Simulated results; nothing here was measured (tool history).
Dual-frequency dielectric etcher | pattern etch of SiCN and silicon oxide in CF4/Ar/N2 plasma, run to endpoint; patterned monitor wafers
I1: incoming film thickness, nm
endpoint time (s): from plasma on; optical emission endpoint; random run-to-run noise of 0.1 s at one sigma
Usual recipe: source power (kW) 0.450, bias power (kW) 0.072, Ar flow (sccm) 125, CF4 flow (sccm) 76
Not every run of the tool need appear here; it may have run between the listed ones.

{"run": 1, "hour": 0.0, "source power (kW)": 0.45, "bias power (kW)": 0.072, "Ar flow (sccm)": 125, "CF4 flow (sccm)": 76, "I1": 14.82, "endpoint time (s)": 19.3}
{"run": 2, "hour": 11.3, "source power (kW)": 0.45, "bias power (kW)": 0.072, "Ar flow (sccm)": 125, "CF4 flow (sccm)": 90, "I1": 14.72, "endpoint time (s)": 18.8}
{"run": 3, "hour": 24.1, "source power (kW)": 0.45, "bias power (kW)": 0.072, "Ar flow (sccm)": 125, "CF4 flow (sccm)": 90, "I1": 14.69, "endpoint time (s)": 18.8}
{"run": 4, "hour": 32.7, "source power (kW)": 0.45, "bias power (kW)": 0.072, "Ar flow (sccm)": 125, "CF4 flow (sccm)": 76, "I1": 14.63, "endpoint time (s)": 19.1}
{"hour": 63.0, "done": "upper electrode replaced"}
{"run": 5, "hour": 63.5, "source power (kW)": 0.45, "bias power (kW)": 0.072, "Ar flow (sccm)": 125, "CF4 flow (sccm)": 76, "I1": 14.83, "endpoint time (s)": 19.5}
{"run": 6, "hour": 63.8, "source power (kW)": 0.45, "bias power (kW)": 0.072, "Ar flow (sccm)": 125, "CF4 flow (sccm)": 76, "I1": 14.49, "endpoint time (s)": 19.0}
{"run": 7, "hour": 74.5, "source power (kW)": 0.45, "bias power (kW)": 0.081, "Ar flow (sccm)": 125, "CF4 flow (sccm)": 76, "I1": 14.81, "endpoint time (s)": 18.6}
{"run": 8, "hour": 88.3, "source power (kW)": 0.45, "bias power (kW)": 0.072, "Ar flow (sccm)": 125, "CF4 flow (sccm)": 76, "I1": 14.74, "endpoint time (s)": 19.2}
{"run": 9, "hour": 100.0, "source power (kW)": 0.45, "bias power (kW)": 0.072, "Ar flow (sccm)": 125, "CF4 flow (sccm)": 76, "I1": 14.79, "endpoint time (s)": 19.3}
{"run": 10, "hour": 112.8, "source power (kW)": 0.5, "bias power (kW)": 0.072, "Ar flow (sccm)": 145, "CF4 flow (sccm)": 81, "I1": 14.76, "endpoint time (s)": 18.2}
{"hour": 122.5, "done": "CF4 flow controller replaced"}
{"run": 11, "hour": 126.1, "source power (kW)": 0.56, "bias power (kW)": 0.072, "Ar flow (sccm)": 125, "CF4 flow (sccm)": 84, "I1": 14.71, "endpoint time (s)": 16.0}
{"hour": 143.6, "done": "source power generator calibrated"}
{"hour": 163.3, "done": "wet clean of the chamber"}
{"run": 12, "hour": 163.8, "source power (kW)": 0.45, "bias power (kW)": 0.072, "Ar flow (sccm)": 125, "CF4 flow (sccm)": 76, "I1": 14.7, "endpoint time (s)": 18.1}
{"run": 13, "hour": 164.1, "source power (kW)": 0.38, "bias power (kW)": 0.072, "Ar flow (sccm)": 96, "CF4 flow (sccm)": 76, "I1": 14.8, "endpoint time (s)": 19.9}
{"run": 14, "hour": 167.2, "source power (kW)": 0.51, "bias power (kW)": 0.067, "Ar flow (sccm)": 147, "CF4 flow (sccm)": 93, "I1": 14.68, "endpoint time (s)": 16.9}
{"hour": 180.0, "done": "bias power generator calibrated"}
{"hour": 183.4, "done": "Ar flow controller replaced"}
{"run": 15, "hour": 183.9, "source power (kW)": 0.55, "bias power (kW)": 0.072, "Ar flow (sccm)": 125, "CF4 flow (sccm)": 76, "I1": 14.78, "endpoint time (s)": 15.6}
{"run": 16, "hour": 196.3, "source power (kW)": 0.49, "bias power (kW)": 0.085, "Ar flow (sccm)": 125, "CF4 flow (sccm)": 76, "I1": 14.57, "endpoint time (s)": 15.9}

Estimate the outcome of run 17 from the log above:
{"run": 17, "hour": 219.9, "source power (kW)": 0.45, "bias power (kW)": 0.065, "Ar flow (sccm)": 101, "CF4 flow (sccm)": 76, "I1": 14.7, "endpoint time (s)": "?"}

{"run 17": {"endpoint time (s)": 18.3}}
Had the tool carried no hidden state, the very same run would have given endpoint time (s) 18.1.
